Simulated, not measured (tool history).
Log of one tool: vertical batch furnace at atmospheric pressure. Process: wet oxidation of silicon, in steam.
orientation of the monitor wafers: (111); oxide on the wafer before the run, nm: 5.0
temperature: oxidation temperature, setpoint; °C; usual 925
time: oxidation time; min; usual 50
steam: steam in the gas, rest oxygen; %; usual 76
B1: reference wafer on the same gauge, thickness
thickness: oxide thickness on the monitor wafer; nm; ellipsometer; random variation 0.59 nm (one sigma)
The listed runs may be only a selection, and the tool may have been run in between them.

{"run": 1, "hour": 0.0, "temperature": 925, "time": 50, "steam": 76, "B1": 231.99, "thickness": 198.11}
{"run": 2, "hour": 89.3, "temperature": 925, "time": 50, "steam": 76, "B1": 232.21, "thickness": 199.01}
{"run": 3, "hour": 172.1, "temperature": 925, "time": 50, "steam": 76, "B1": 231.7, "thickness": 198.42}
{"run": 4, "hour": 272.7, "temperature": 925, "time": 50, "steam": 81, "B1": 232.17, "thickness": 209.3}
{"run": 5, "hour": 350.4, "temperature": 925, "time": 50, "steam": 76, "B1": 232.08, "thickness": 198.47}
{"run": 6, "hour": 447.5, "temperature": 925, "time": 50, "steam": 76, "B1": 231.95, "thickness": 199.11}
{"run": 7, "hour": 526.7, "temperature": 925, "time": 50, "steam": 76, "B1": 232.17, "thickness": 198.89}
{"run": 8, "hour": 580.7, "temperature": 925, "time": 50, "steam": 76, "B1": 231.87, "thickness": 198.44}
{"run": 9, "hour": 654.1, "temperature": 925, "time": 50, "steam": 76, "B1": 232.14, "thickness": 199.54}
{"run": 10, "hour": 733.3, "temperature": 919, "time": 37.5, "steam": 76, "B1": 231.94, "thickness": 149.46}
{"run": 11, "hour": 803.4, "temperature": 919, "time": 37.5, "steam": 76, "B1": 232.01, "thickness": 149.18}
{"run": 12, "hour": 895.6, "temperature": 919, "time": 37.5, "steam": 76, "B1": 232.11, "thickness": 148.7}
{"run": 13, "hour": 933.3, "temperature": 925, "time": 50, "steam": 76, "B1": 231.9, "thickness": 199.2}
{"run": 14, "hour": 1036.5, "temperature": 949, "time": 50, "steam": 65, "B1": 232.09, "thickness": 218.04}
{"hour": 1266.9, "done": "steam generator serviced"}
{"run": 15, "hour": 1272.5, "temperature": 911, "time": 60, "steam": 76, "B1": 232, "thickness": 203.1}
{"run": 16, "hour": 1371.2, "temperature": 925, "time": 50, "steam": 68, "B1": 231.96, "thickness": 184.87}
{"hour": 1396.0, "done": "thermocouples replaced and temperature profile calibrated"}
{"run": 17, "hour": 1472.1, "temperature": 925, "time": 69.5, "steam": 76, "B1": 232.22, "thickness": 259.61}
{"run": 18, "hour": 1508.6, "temperature": 925, "time": 50, "steam": 76, "B1": 231.86, "thickness": 201.26}
{"run": 19, "hour": 1585.9, "temperature": 925, "time": 50, "steam": 76, "B1": 232.19, "thickness": 201.27}
{"run": 20, "hour": 1653.4, "temperature": 925, "time": 39.5, "steam": 76, "B1": 231.98, "thickness": 167.49}
{"hour": 1704.2, "done": "gauge calibrated"}
{"run": 21, "hour": 1720.0, "temperature": 932, "time": 31, "steam": 67, "B1": 232.02, "thickness": 132.92}
{"run": 22, "hour": 1824.3, "temperature": 946, "time": 50, "steam": 76, "B1": 231.97, "thickness": 241.81}
{"run": 23, "hour": 1905.7, "temperature": 910, "time": 50, "steam": 76, "B1": 232.09, "thickness": 172.36}
{"run": 24, "hour": 2091.9, "temperature": 925, "time": 50, "steam": 76, "B1": 231.92, "thickness": 199.48}
{"run": 25, "hour": 2151.3, "temperature": 925, "time": 50, "steam": 83, "B1": 231.99, "thickness": 214.21}
{"run": 26, "hour": 2253.2, "temperature": 910, "time": 50, "steam": 76, "B1": 232.04, "thickness": 172.74}
{"run": 27, "hour": 2356.0, "temperature": 925, "time": 50, "steam": 76, "B1": 232.15, "thickness": 199.24}

Consider 3 possible next runs. They are alternatives, not a sequence: every one starts from the tool as it was left by run 27. What does each give?
{"run": "A", "hour": 2360.6, "temperature": 925, "time": 30.5, "steam": 76, "B1": "?", "thickness": "?"}
{"run": "B", "hour": 2360.6, "temperature": 912, "time": 70.5, "steam": 86, "B1": "?", "thickness": "?"}
{"run": "C", "hour": 2360.6, "temperature": 925, "time": 31, "steam": 76, "B1": "?", "thickness": "?"}

run=A B1=231.9 thickness=134.83
run=B B1=231.9 thickness=252.26
run=C B1=231.9 thickness=136.61
With no hidden state in the tool, these same runs would have given:
run=A thickness=136.56
run=B thickness=255.29
run=C thickness=138.36
